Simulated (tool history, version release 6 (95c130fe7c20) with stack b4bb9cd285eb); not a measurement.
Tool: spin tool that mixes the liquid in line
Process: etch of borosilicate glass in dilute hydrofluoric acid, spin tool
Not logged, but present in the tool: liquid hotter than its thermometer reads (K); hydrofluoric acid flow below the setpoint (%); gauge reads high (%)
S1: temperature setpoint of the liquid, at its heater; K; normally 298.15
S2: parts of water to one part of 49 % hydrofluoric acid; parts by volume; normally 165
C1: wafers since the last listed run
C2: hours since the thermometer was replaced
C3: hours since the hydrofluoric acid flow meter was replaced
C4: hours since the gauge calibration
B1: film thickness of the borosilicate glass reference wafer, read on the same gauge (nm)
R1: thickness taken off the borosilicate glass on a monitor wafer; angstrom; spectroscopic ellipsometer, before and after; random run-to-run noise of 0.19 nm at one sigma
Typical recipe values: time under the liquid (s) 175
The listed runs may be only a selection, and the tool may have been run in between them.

Run 1, hour 0: usual settings; C1 0; C2 352.5; C3 1751.4; C4 116.1; B1 30.04. Result: R1 318.9 angstrom.
Run 2, hour 18.2: usual settings; C1 160; C2 370.7; C3 1769.6; C4 134.3; B1 29.99. Result: R1 318.9 angstrom.
Run 3, hour 34.9: usual settings but S1 301.15 K; C1 147; C2 387.4; C3 1786.3; C4 151; B1 29.97. Result: R1 358.3 angstrom.
Run 4, hour 51.4: usual settings; C1 145; C2 403.9; C3 1802.8; C4 167.5; B1 30.02. Result: R1 320.2 angstrom.
Run 5, hour 67.1: usual settings; C1 138; C2 419.6; C3 1818.5; C4 183.2; B1 29.95. Result: R1 323.8 angstrom.
Run 6, hour 95.3: usual settings; C1 248; C2 447.8; C3 1846.7; C4 211.4; B1 29.98. Result: R1 326.9 angstrom.
At hour 177.9: gauge calibrated.
Run 7, hour 190.7: usual settings; C1 840; C2 543.2; C3 1942.1; C4 12.8; B1 29.97. Result: R1 328 angstrom.
At hour 212.2: thermometer replaced.
Run 8, hour 224.1: usual settings but time under the liquid (s) 230; C1 285; C2 11.9; C3 1975.5; C4 46.2; B1 30.01. Result: R1 409.5 angstrom.
Run 9, hour 251.5: usual settings but time under the liquid (s) 230; C1 241; C2 39.3; C3 2002.9; C4 73.6; B1 30.04. Result: R1 409.1 angstrom.
Run 10, hour 286.7: usual settings but time under the liquid (s) 230; C1 310; C2 74.5; C3 2038.1; C4 108.8; B1 30.02. Result: R1 409.7 angstrom.
Run 11, hour 299.3: usual settings but S1 295.65 K, S2 95 parts by volume; C1 110; C2 87.1; C3 2050.7; C4 121.4; B1 30.01. Result: R1 533.3 angstrom.
Run 12, hour 312.9: usual settings but time under the liquid (s) 90; C1 119; C2 100.7; C3 2064.3; C4 135; B1 30. Result: R1 160.3 angstrom.
Run 13, hour 345.4: usual settings but S1 295.15 K, S2 240 parts by volume; C1 286; C2 133.2; C3 2096.8; C4 167.5; B1 29.97. Result: R1 177.9 angstrom.
Run 14, hour 365.1: usual settings but S1 295.65 K, S2 105 parts by volume, time under the liquid (s) 70; C1 173; C2 152.9; C3 2116.5; C4 187.2; B1 30.03. Result: R1 191.7 angstrom.
At hour 373.1: hydrofluoric acid flow meter replaced.
Run 15, hour 386.1: usual settings but S2 200 parts by volume, time under the liquid (s) 245; C1 176; C2 173.9; C3 13; C4 208.2; B1 30.01. Result: R1 348.8 angstrom.
Run 16, hour 419.6: usual settings but time under the liquid (s) 110; C1 295; C2 207.4; C3 46.5; C4 241.7; B1 29.98. Result: R1 201.2 angstrom.
Run 17, hour 437.3: usual settings; C1 155; C2 225.1; C3 64.2; C4 259.4; B1 29.99. Result: R1 317 angstrom.
At hour 466.3: gauge calibrated.
Run 18, hour 468.5: usual settings but S1 293.65 K, time under the liquid (s) 230; C1 274; C2 256.3; C3 95.4; C4 2.2; B1 29.94. Result: R1 350.3 angstrom.
Run 19, hour 489.5: usual settings but time under the liquid (s) 135; C1 184; C2 277.3; C3 116.4; C4 23.2; B1 29.99. Result: R1 247.1 angstrom.
Run 20, hour 513.6: usual settings; C1 212; C2 301.4; C3 140.5; C4 47.3; B1 30.02. Result: R1 320.9 angstrom.

Here are 3 independent what-if runs from the current tool condition. What would each one return?
Run A, hour 514.1: usual settings but S2 95 parts by volume; C1 4; C2 301.9; C3 141; C4 47.8; B1 ?. Result: R1 ?.
Run B, hour 514.1: usual settings but S1 301.65 K, time under the liquid (s) 240; C1 4; C2 301.9; C3 141; C4 47.8; B1 ?. Result: R1 ?.
Run C, hour 514.1: usual settings but S1 294.15 K, time under the liquid (s) 270; C1 4; C2 301.9; C3 141; C4 47.8; B1 ?. Result: R1 ?.

run     B1     R1
  A  29.98  608.5
  B  29.98  500.3
  C  29.98  426.2
What these runs would have given with no unlogged condition in the tool:
run     R1
  A  580.8
  B  479.4
  C    407
